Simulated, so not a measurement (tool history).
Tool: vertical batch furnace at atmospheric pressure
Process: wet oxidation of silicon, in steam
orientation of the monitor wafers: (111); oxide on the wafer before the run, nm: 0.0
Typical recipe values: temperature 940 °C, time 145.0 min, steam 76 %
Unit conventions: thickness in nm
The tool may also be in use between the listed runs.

run	hour	temperature	time	steam	read-back reference wafer on the same gauge, thickness	thickness
1	0.0	940	145.0	76	428.61	491.77
2	18.1	940	145.0	76	429.01	488.83
3	30.7	946	182.0	76	429.42	591.92
4	43.3	946	182.0	76	428.66	588.90
5	77.7	940	145.0	76	429.03	491.84
6	106.6	940	145.0	76	428.98	488.21
7	121.1	940	145.0	76	428.91	489.24
8	142.0	940	145.0	76	428.99	488.42
9	156.1	924	145.0	76	428.99	435.43
10	179.5	924	145.0	76	429.32	440.19
11	192.7	940	203.0	76	429.48	610.10
12	224.5	940	203.0	76	429.16	610.48
13	244.5	940	145.0	79	428.68	505.08
14	268.1	940	145.0	76	428.41	488.28
15	293.0	922	145.0	76	428.86	429.49
16	323.9	940	110.0	86	428.53	442.38
17	361.8	940	145.0	76	429.20	494.89
18	373.4	960	107.0	67	428.93	420.44
19	393.3	940	145.0	76	429.26	490.60
20	412.5	940	145.0	76	428.45	488.69
21	440.3	916	81.0	66	428.84	243.24
22	471.5	961	185.0	81	428.50	681.07
23	500.3	930	125.5	69	428.91	386.99
24	518.8	940	145.0	87	428.39	533.78
25	537.1	940	145.0	76	428.53	489.19
26	567.2	940	145.0	76	428.79	489.03
27	579.5	940	145.0	82	429.42	515.58
28	609.9	954	107.5	76	429.37	445.02
29	643.8	954	203.5	67	429.88	615.20
30	655.8	919	105.5	80	428.64	349.10

Withheld: 3 entries from between the runs. Position of each, and hidden state at the listed run before versus the listed run after:
In the gap between runs 11 and 12: steam generator serviced (hour 216.9)
  no hidden state differs between the two runs
In the gap between runs 16 and 17: gauge calibrated (hour 350.3); thermocouples replaced and temperature profile calibrated (hour 361.3)
  no hidden state differs between the two runs
